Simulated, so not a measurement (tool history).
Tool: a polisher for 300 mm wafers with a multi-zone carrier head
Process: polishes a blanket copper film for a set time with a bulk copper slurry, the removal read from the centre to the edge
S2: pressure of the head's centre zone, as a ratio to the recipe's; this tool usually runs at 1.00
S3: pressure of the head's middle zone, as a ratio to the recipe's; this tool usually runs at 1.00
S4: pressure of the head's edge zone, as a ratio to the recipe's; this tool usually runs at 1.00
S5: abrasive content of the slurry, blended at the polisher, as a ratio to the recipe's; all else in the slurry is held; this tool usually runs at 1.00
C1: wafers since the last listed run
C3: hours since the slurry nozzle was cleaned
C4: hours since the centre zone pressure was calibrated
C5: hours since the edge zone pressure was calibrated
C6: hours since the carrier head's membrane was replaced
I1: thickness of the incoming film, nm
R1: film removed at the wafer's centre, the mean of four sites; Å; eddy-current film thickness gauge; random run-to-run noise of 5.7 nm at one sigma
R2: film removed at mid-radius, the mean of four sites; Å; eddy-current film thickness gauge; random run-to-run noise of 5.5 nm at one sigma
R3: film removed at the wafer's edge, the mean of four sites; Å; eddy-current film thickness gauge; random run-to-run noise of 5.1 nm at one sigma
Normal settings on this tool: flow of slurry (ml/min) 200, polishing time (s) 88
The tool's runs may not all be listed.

run 1 hour=0.0 | flow_of_slurry_(ml/min)=200 S2=1.00 S3=1.00 S4=1.00 S5=1.00 polishing_time_(s)=88 | C1=0 wafers_polished_on_this_pad=593 C3=44.2 C4=130.4 C5=566.6 C6=1343.7 | I1=4696.1 | R1=7271 R2=7225 R3=7320
run 2 hour=70.6 | flow_of_slurry_(ml/min)=200 S2=1.00 S3=1.00 S4=1.00 S5=1.00 polishing_time_(s)=88 | C1=516 wafers_polished_on_this_pad=1109 C3=114.8 C4=201.0 C5=637.2 C6=1414.3 | I1=4642.2 | R1=7181 R2=7300 R3=7275
run 3 hour=113.2 | flow_of_slurry_(ml/min)=200 S2=1.00 S3=1.00 S4=1.00 S5=1.00 polishing_time_(s)=88 | C1=311 wafers_polished_on_this_pad=1421 C3=157.4 C4=243.6 C5=679.8 C6=1456.9 | I1=4620.6 | R1=7244 R2=7244 R3=7256
-- hour=179.8 worn pad replaced by a new one
run 4 hour=180.3 | flow_of_slurry_(ml/min)=200 S2=1.00 S3=1.00 S4=0.97 S5=1.15 polishing_time_(s)=88 | C1=461 wafers_polished_on_this_pad=3 C3=224.5 C4=310.7 C5=746.9 C6=1524.0 | I1=4704.8 | R1=7345 R2=7355 R3=7301
run 5 hour=237.5 | flow_of_slurry_(ml/min)=200 S2=1.00 S3=1.00 S4=0.97 S5=1.15 polishing_time_(s)=88 | C1=418 wafers_polished_on_this_pad=422 C3=281.7 C4=367.9 C5=804.1 C6=1581.2 | I1=4647.6 | R1=7172 R2=7246 R3=7319
run 6 hour=292.2 | flow_of_slurry_(ml/min)=220 S2=1.00 S3=1.05 S4=1.00 S5=1.00 polishing_time_(s)=88 | C1=400 wafers_polished_on_this_pad=822 C3=336.4 C4=422.6 C5=858.8 C6=1635.9 | I1=4625.1 | R1=7009 R2=7452 R3=7153
-- hour=354.2 slurry nozzle cleaned
run 7 hour=360.6 | flow_of_slurry_(ml/min)=200 S2=1.00 S3=1.00 S4=1.00 S5=1.00 polishing_time_(s)=88 | C1=493 wafers_polished_on_this_pad=1316 C3=6.4 C4=491.0 C5=927.2 C6=1704.3 | I1=4703.2 | R1=7338 R2=7369 R3=7309
-- hour=366.9 centre zone pressure recalibrated
-- hour=380.5 carrier head's membrane replaced by a new one
run 8 hour=398.7 | flow_of_slurry_(ml/min)=200 S2=1.00 S3=1.00 S4=1.00 S5=1.00 polishing_time_(s)=88 | C1=227 wafers_polished_on_this_pad=1544 C3=44.5 C4=31.8 C5=965.3 C6=18.2 | I1=4582.4 | R1=7349 R2=7374 R3=7359
-- hour=420.7 worn pad replaced by a new one
run 9 hour=482.6 | flow_of_slurry_(ml/min)=200 S2=1.00 S3=1.00 S4=1.00 S5=1.00 polishing_time_(s)=88 | C1=584 wafers_polished_on_this_pad=452 C3=128.4 C4=115.7 C5=1049.2 C6=102.1 | I1=4625.3 | R1=7193 R2=7319 R3=7299
run 10 hour=522.2 | flow_of_slurry_(ml/min)=135 S2=1.00 S3=1.00 S4=0.91 S5=1.00 polishing_time_(s)=88 | C1=289 wafers_polished_on_this_pad=742 C3=168.0 C4=155.3 C5=1088.8 C6=141.7 | I1=4657.8 | R1=6763 R2=6871 R3=6631
run 11 hour=557.4 | flow_of_slurry_(ml/min)=200 S2=1.00 S3=1.11 S4=1.00 S5=1.30 polishing_time_(s)=88 | C1=257 wafers_polished_on_this_pad=1000 C3=203.2 C4=190.5 C5=1124.0 C6=176.9 | I1=4709.5 | R1=7627 R2=8415 R3=7664
-- hour=616.0 edge zone pressure recalibrated
run 12 hour=624.8 | flow_of_slurry_(ml/min)=200 S2=0.89 S3=1.00 S4=1.00 S5=1.00 polishing_time_(s)=65 | C1=478 wafers_polished_on_this_pad=1479 C3=270.6 C4=257.9 C5=8.8 C6=244.3 | I1=4694.6 | R1=4604 R2=5298 R3=5263
-- hour=685.9 worn pad replaced by a new one
run 13 hour=724.0 | flow_of_slurry_(ml/min)=200 S2=1.00 S3=0.91 S4=1.00 S5=1.15 polishing_time_(s)=88 | C1=697 wafers_polished_on_this_pad=278 C3=369.8 C4=357.1 C5=108.0 C6=343.5 | I1=4678.7 | R1=7123 R2=6653 R3=7351
-- hour=755.5 slurry nozzle cleaned
-- hour=784.5 centre zone pressure recalibrated
run 14 hour=846.7 | flow_of_slurry_(ml/min)=200 S2=1.00 S3=1.00 S4=1.00 S5=1.00 polishing_time_(s)=88 | C1=876 wafers_polished_on_this_pad=1155 C3=91.2 C4=62.2 C5=230.7 C6=466.2 | I1=4596.4 | R1=7291 R2=7339 R3=7263
run 15 hour=910.2 | flow_of_slurry_(ml/min)=200 S2=1.00 S3=1.00 S4=1.00 S5=1.00 polishing_time_(s)=88 | C1=464 wafers_polished_on_this_pad=1620 C3=154.7 C4=125.7 C5=294.2 C6=529.7 | I1=4672.1 | R1=7221 R2=7187 R3=7221
run 16 hour=951.4 | flow_of_slurry_(ml/min)=180 S2=1.00 S3=1.00 S4=1.00 S5=1.00 polishing_time_(s)=63 | C1=301 wafers_polished_on_this_pad=1921 C3=195.9 C4=166.9 C5=335.4 C6=570.9 | I1=4575.7 | R1=5007 R2=5108 R3=5043
-- hour=992.5 worn pad replaced by a new one
run 17 hour=992.9 | flow_of_slurry_(ml/min)=200 S2=1.00 S3=0.90 S4=1.00 S5=1.00 polishing_time_(s)=79 | C1=274 wafers_polished_on_this_pad=3 C3=237.4 C4=208.4 C5=376.9 C6=612.4 | I1=4658.2 | R1=6346 R2=5858 R3=6519
run 18 hour=1052.8 | flow_of_slurry_(ml/min)=200 S2=1.10 S3=1.08 S4=0.94 S5=1.00 polishing_time_(s)=88 | C1=438 wafers_polished_on_this_pad=441 C3=297.3 C4=268.3 C5=436.8 C6=672.3 | I1=4743.0 | R1=7666 R2=7510 R3=6954
run 19 hour=1120.2 | flow_of_slurry_(ml/min)=200 S2=1.00 S3=0.90 S4=1.06 S5=1.00 polishing_time_(s)=106 | C1=493 wafers_polished_on_this_pad=935 C3=364.7 C4=335.7 C5=504.2 C6=739.7 | I1=4642.5 | R1=8280 R2=7811 R3=8730
run 20 hour=1146.9 | flow_of_slurry_(ml/min)=200 S2=0.90 S3=1.00 S4=1.00 S5=0.90 polishing_time_(s)=88 | C1=195 wafers_polished_on_this_pad=1130 C3=391.4 C4=362.4 C5=530.9 C6=766.4 | I1=4610.0 | R1=5925 R2=6692 R3=6870
-- hour=1165.0 centre zone pressure recalibrated
run 21 hour=1176.2 | flow_of_slurry_(ml/min)=200 S2=0.90 S3=1.00 S4=0.91 S5=0.90 polishing_time_(s)=88 | C1=199 wafers_polished_on_this_pad=1330 C3=420.7 C4=11.2 C5=560.2 C6=795.7 | I1=4637.6 | R1=5963 R2=6713 R3=6529
-- hour=1209.2 slurry nozzle cleaned
run 22 hour=1215.5 | flow_of_slurry_(ml/min)=200 S2=1.00 S3=1.00 S4=1.00 S5=1.00 polishing_time_(s)=88 | C1=280 wafers_polished_on_this_pad=1611 C3=6.3 C4=50.5 C5=599.5 C6=835.0 | I1=4637.8 | R1=7296 R2=7329 R3=7332

What if the next run were any one of these 3? Each begins from the tool's condition after run 22:
run A hour=1215.9 | flow_of_slurry_(ml/min)=200 S2=1.00 S3=1.00 S4=1.00 S5=1.00 polishing_time_(s)=108 | C1=2 wafers_polished_on_this_pad=1614 C3=6.7 C4=50.9 C5=599.9 C6=835.4 | I1=4733.9 | R1=? R2=? R3=?
run B hour=1215.9 | flow_of_slurry_(ml/min)=200 S2=1.00 S3=1.00 S4=1.00 S5=0.75 polishing_time_(s)=88 | C1=2 wafers_polished_on_this_pad=1614 C3=6.7 C4=50.9 C5=599.9 C6=835.4 | I1=4733.9 | R1=? R2=? R3=?
run C hour=1215.9 | flow_of_slurry_(ml/min)=200 S2=1.00 S3=1.00 S4=1.00 S5=1.15 polishing_time_(s)=109 | C1=2 wafers_polished_on_this_pad=1614 C3=6.7 C4=50.9 C5=599.9 C6=835.4 | I1=4733.9 | R1=? R2=? R3=?

run=A R1=8898 R2=8957 R3=8885
run=B R1=6759 R2=6804 R3=6748
run=C R1=9292 R2=9354 R3=9278
The same runs, with their run-to-run variation unchanged, on a tool lacking any hidden condition would have given:
run=A R1=8967 R2=9019 R3=8930
run=B R1=6811 R2=6850 R3=6782
run=C R1=9364 R2=9418 R3=9325

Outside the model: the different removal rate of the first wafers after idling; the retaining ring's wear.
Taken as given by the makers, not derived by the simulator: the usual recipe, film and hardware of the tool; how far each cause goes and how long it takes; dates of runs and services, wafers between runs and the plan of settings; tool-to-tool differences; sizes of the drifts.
